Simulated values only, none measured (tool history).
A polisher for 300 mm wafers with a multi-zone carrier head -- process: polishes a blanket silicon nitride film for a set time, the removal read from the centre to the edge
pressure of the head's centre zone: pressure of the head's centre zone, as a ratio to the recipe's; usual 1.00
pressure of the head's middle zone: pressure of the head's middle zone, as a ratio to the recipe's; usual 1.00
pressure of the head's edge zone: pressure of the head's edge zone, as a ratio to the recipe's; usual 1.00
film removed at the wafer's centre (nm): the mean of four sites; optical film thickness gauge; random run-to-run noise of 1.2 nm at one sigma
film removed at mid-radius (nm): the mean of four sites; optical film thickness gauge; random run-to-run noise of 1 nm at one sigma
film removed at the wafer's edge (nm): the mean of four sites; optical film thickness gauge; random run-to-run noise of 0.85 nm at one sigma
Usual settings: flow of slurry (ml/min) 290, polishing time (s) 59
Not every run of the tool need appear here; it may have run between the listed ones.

run	hour	flow of slurry (ml/min)	pressure of the head's centre zone	pressure of the head's middle zone	pressure of the head's edge zone	polishing time (s)	incoming thickness of the incoming film, nm	film removed at the wafer's centre (nm)	film removed at mid-radius (nm)	film removed at the wafer's edge (nm)
1	0.0	290	1.00	1.00	1.00	59	737.9	95.4	96.5	97.1
# hour 28.2: slurry nozzle cleaned
2	140.7	290	0.88	1.00	1.00	59	739.1	84.0	94.1	93.2
3	180.1	290	1.00	1.00	1.00	59	750.0	91.8	91.3	92.4
4	248.2	290	1.00	1.00	1.00	59	750.2	91.2	89.3	92.3
# hour 297.4: carrier head's membrane replaced by a new one
5	298.4	390	0.92	1.12	1.00	59	747.3	86.0	103.2	92.3
6	324.3	290	1.00	1.00	1.00	59	750.2	90.5	90.9	90.7
7	389.9	290	1.00	1.00	1.00	59	745.1	87.5	86.9	88.3
# hour 399.7: edge zone pressure recalibrated
# hour 425.9: worn pad replaced by a new one
8	459.3	290	1.00	1.00	1.00	59	749.7	101.8	99.5	101.0
9	523.7	290	1.03	1.10	1.00	59	757.0	99.6	106.5	98.3
# hour 564.9: slurry nozzle cleaned
10	573.8	335	1.04	1.06	1.06	59	741.6	100.7	106.1	102.5
11	612.7	290	1.00	1.00	1.00	59	742.8	95.6	97.8	97.1
12	680.2	290	1.00	1.00	1.00	42	756.5	68.7	67.6	67.8
# hour 688.9: centre zone pressure recalibrated
13	742.1	290	0.91	1.00	1.11	77	754.6	115.1	122.7	129.5
14	799.8	380	1.00	1.00	1.08	59	743.3	95.8	96.5	100.3
15	860.8	290	0.91	1.00	1.04	59	758.9	85.6	91.9	94.5
# hour 929.5: edge zone pressure recalibrated
16	929.9	290	0.93	1.00	1.00	59	740.8	85.9	89.1	90.1
17	986.7	290	1.00	1.00	1.00	59	755.7	88.0	89.5	88.6
# hour 1035.3: worn pad replaced by a new one
18	1037.6	290	1.00	1.03	1.11	44	743.6	73.9	76.8	79.9
# hour 1196.6: slurry nozzle cleaned
19	1198.9	355	1.08	1.08	1.00	78	740.6	139.1	141.5	131.4
20	1227.4	225	1.00	1.11	0.93	59	751.6	94.4	103.7	91.5
21	1268.1	290	0.94	1.00	0.92	72	746.8	113.7	115.8	113.3
22	1318.1	375	1.00	1.12	1.00	59	752.4	98.1	108.9	96.6

Here are 4 independent what-if runs from the current tool condition. What would each one return?
A	1318.5	290	1.00	1.00	1.00	59	741.8	?	?	?
B	1318.5	290	0.90	1.00	1.00	59	741.8	?	?	?
C	1318.5	290	0.94	1.00	1.00	59	741.8	?	?	?
D	1318.5	355	1.00	0.88	1.00	68	741.8	?	?	?

run	film removed at the wafer's centre (nm)	film removed at mid-radius (nm)	film removed at the wafer's edge (nm)
A	94.2	95.1	97.4
B	86.6	95.1	97.4
C	89.6	95.1	97.4
D	110.8	100.4	114.0
Without the tool's hidden state the same runs would have given:
run	film removed at the wafer's centre (nm)	film removed at mid-radius (nm)	film removed at the wafer's edge (nm)
A	100.2	101.1	103.5
B	92.0	101.1	103.5
C	95.3	101.1	103.5
D	117.8	106.7	121.3

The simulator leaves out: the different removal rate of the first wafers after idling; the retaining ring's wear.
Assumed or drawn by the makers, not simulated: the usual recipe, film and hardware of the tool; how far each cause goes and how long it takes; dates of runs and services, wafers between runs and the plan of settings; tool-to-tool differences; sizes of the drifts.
